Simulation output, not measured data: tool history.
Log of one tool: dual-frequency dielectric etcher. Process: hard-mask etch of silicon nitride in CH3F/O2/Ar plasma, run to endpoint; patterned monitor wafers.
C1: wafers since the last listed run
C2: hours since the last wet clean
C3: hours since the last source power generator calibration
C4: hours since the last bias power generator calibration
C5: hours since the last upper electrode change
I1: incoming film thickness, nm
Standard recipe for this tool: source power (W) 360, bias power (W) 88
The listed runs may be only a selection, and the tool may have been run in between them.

Run 1, hour 0: usual settings but source power (W) 290, bias power (W) 78; C1 0; C2 156.1; C3 3944.1; C4 4286.3; C5 4670.2; I1 40.61. Result: endpoint time (s) 62.7.
Run 2, hour 21: usual settings but source power (W) 290, bias power (W) 78; C1 264; C2 177.1; C3 3965.1; C4 4307.3; C5 4691.2; I1 40.55. Result: endpoint time (s) 62.3.
Run 3, hour 46.9: usual settings; C1 326; C2 203; C3 3991; C4 4333.2; C5 4717.1; I1 40.54. Result: endpoint time (s) 53.6.
Run 4, hour 72.9: usual settings; C1 327; C2 229; C3 4017; C4 4359.2; C5 4743.1; I1 40.5. Result: endpoint time (s) 53.2.
Run 5, hour 105: usual settings; C1 404; C2 261.1; C3 4049.1; C4 4391.3; C5 4775.2; I1 40.62. Result: endpoint time (s) 54.3.
Run 6, hour 120.3: usual settings; C1 192; C2 276.4; C3 4064.4; C4 4406.6; C5 4790.5; I1 40.37. Result: endpoint time (s) 53.6.
Run 7, hour 168.5: usual settings; C1 607; C2 324.6; C3 4112.6; C4 4454.8; C5 4838.7; I1 41.1. Result: endpoint time (s) 55.
Run 8, hour 184: usual settings; C1 195; C2 340.1; C3 4128.1; C4 4470.3; C5 4854.2; I1 40.51. Result: endpoint time (s) 54.3.
Run 9, hour 218: usual settings; C1 428; C2 374.1; C3 4162.1; C4 4504.3; C5 4888.2; I1 40.52. Result: endpoint time (s) 54.9.
Run 10, hour 245: usual settings but source power (W) 410; C1 340; C2 401.1; C3 4189.1; C4 4531.3; C5 4915.2; I1 40.89. Result: endpoint time (s) 51.9.
At hour 276.3: wet clean of the chamber.
Run 11, hour 276.8: usual settings but source power (W) 410; C1 98; C2 0.5; C3 4220.9; C4 4563.1; C5 4947; I1 39.81. Result: endpoint time (s) 48.9.
Run 12, hour 294.5: usual settings but source power (W) 410; C1 223; C2 18.2; C3 4238.6; C4 4580.8; C5 4964.7; I1 40.71. Result: endpoint time (s) 49.7.
At hour 326.6: upper electrode replaced, of another model than before.
At hour 327.7: bias power generator calibrated.
Run 13, hour 328.2: usual settings but bias power (W) 99; C1 108; C2 51.9; C3 4272.3; C4 0.5; C5 1.6; I1 40.97. Result: endpoint time (s) 50.9.
Run 14, hour 348.2: usual settings but bias power (W) 99; C1 252; C2 71.9; C3 4292.3; C4 20.5; C5 21.6; I1 40.51. Result: endpoint time (s) 50.6.
Run 15, hour 368.6: usual settings but bias power (W) 76; C1 257; C2 92.3; C3 4312.7; C4 40.9; C5 42; I1 40.13. Result: endpoint time (s) 56.9.
Run 16, hour 391.8: usual settings but bias power (W) 76; C1 292; C2 115.5; C3 4335.9; C4 64.1; C5 65.2; I1 40.73. Result: endpoint time (s) 57.6.
Run 17, hour 410.2: usual settings but bias power (W) 76; C1 231; C2 133.9; C3 4354.3; C4 82.5; C5 83.6; I1 40.28. Result: endpoint time (s) 57.3.
Run 18, hour 511.9: usual settings; C1 1282; C2 235.6; C3 4456; C4 184.2; C5 185.3; I1 40.57. Result: endpoint time (s) 53.9.
Run 19, hour 535.8: usual settings but source power (W) 430, bias power (W) 102; C1 301; C2 259.5; C3 4479.9; C4 208.1; C5 209.2; I1 40.82. Result: endpoint time (s) 44.8.
Run 20, hour 557.3: usual settings but source power (W) 300, bias power (W) 79; C1 271; C2 281; C3 4501.4; C4 229.6; C5 230.7; I1 40.61. Result: endpoint time (s) 69.7.
Run 21, hour 576.5: usual settings but source power (W) 320, bias power (W) 104; C1 242; C2 300.2; C3 4520.6; C4 248.8; C5 249.9; I1 41.05. Result: endpoint time (s) 57.
At hour 634.7: source power generator calibrated.
Run 22, hour 666.2: usual settings; C1 1080; C2 389.9; C3 31.5; C4 338.5; C5 339.6; I1 40.49. Result: endpoint time (s) 55.5.
Run 23, hour 679.9: usual settings but bias power (W) 67; C1 172; C2 403.6; C3 45.2; C4 352.2; C5 353.3; I1 40.5. Result: endpoint time (s) 63.
At hour 730.3: wet clean of the chamber.
Run 24, hour 730.8: usual settings; C1 339; C2 0.5; C3 96.1; C4 403.1; C5 404.2; I1 40.48. Result: endpoint time (s) 52.6.
Run 25, hour 801.1: usual settings but source power (W) 300, bias power (W) 74; C1 886; C2 70.8; C3 166.4; C4 473.4; C5 474.5; I1 40.6. Result: endpoint time (s) 69.1.
Run 26, hour 831.4: usual settings but source power (W) 420, bias power (W) 77; C1 381; C2 101.1; C3 196.7; C4 503.7; C5 504.8; I1 40.72. Result: endpoint time (s) 50.
Run 27, hour 845.4: usual settings but source power (W) 420, bias power (W) 95; C1 176; C2 115.1; C3 210.7; C4 517.7; C5 518.8; I1 40.54. Result: endpoint time (s) 44.9.
Run 28, hour 869.3: usual settings but bias power (W) 96; C1 301; C2 139; C3 234.6; C4 541.6; C5 542.7; I1 40.93. Result: endpoint time (s) 51.9.
Run 29, hour 892.8: usual settings; C1 296; C2 162.5; C3 258.1; C4 565.1; C5 566.2; I1 40.08. Result: endpoint time (s) 52.6.
Run 30, hour 922: usual settings but source power (W) 410; C1 368; C2 191.7; C3 287.3; C4 594.3; C5 595.4; I1 40.79. Result: endpoint time (s) 48.7.
Run 31, hour 937.7: usual settings but source power (W) 310, bias power (W) 73; C1 197; C2 207.4; C3 303; C4 610; C5 611.1; I1 40.59. Result: endpoint time (s) 67.2.
Run 32, hour 950.7: usual settings; C1 163; C2 220.4; C3 316; C4 623; C5 624.1; I1 40.44. Result: endpoint time (s) 53.6.
Run 33, hour 980.7: usual settings but source power (W) 390, bias power (W) 79; C1 378; C2 250.4; C3 346; C4 653; C5 654.1; I1 40.8. Result: endpoint time (s) 53.2.
Run 34, hour 1004.7: usual settings but source power (W) 390, bias power (W) 97; C1 302; C2 274.4; C3 370; C4 677; C5 678.1; I1 41. Result: endpoint time (s) 48.8.

What does the tool deliver on the next run?
Run 35, hour 1033.4: usual settings; C1 361; C2 303.1; C3 398.7; C4 705.7; C5 706.8; I1 40.4. Result: endpoint time (s) ?.

For run 35 the tool returned endpoint time (s) 53.4.
With no hidden state in the tool, this same run would have given endpoint time (s) 51.9.

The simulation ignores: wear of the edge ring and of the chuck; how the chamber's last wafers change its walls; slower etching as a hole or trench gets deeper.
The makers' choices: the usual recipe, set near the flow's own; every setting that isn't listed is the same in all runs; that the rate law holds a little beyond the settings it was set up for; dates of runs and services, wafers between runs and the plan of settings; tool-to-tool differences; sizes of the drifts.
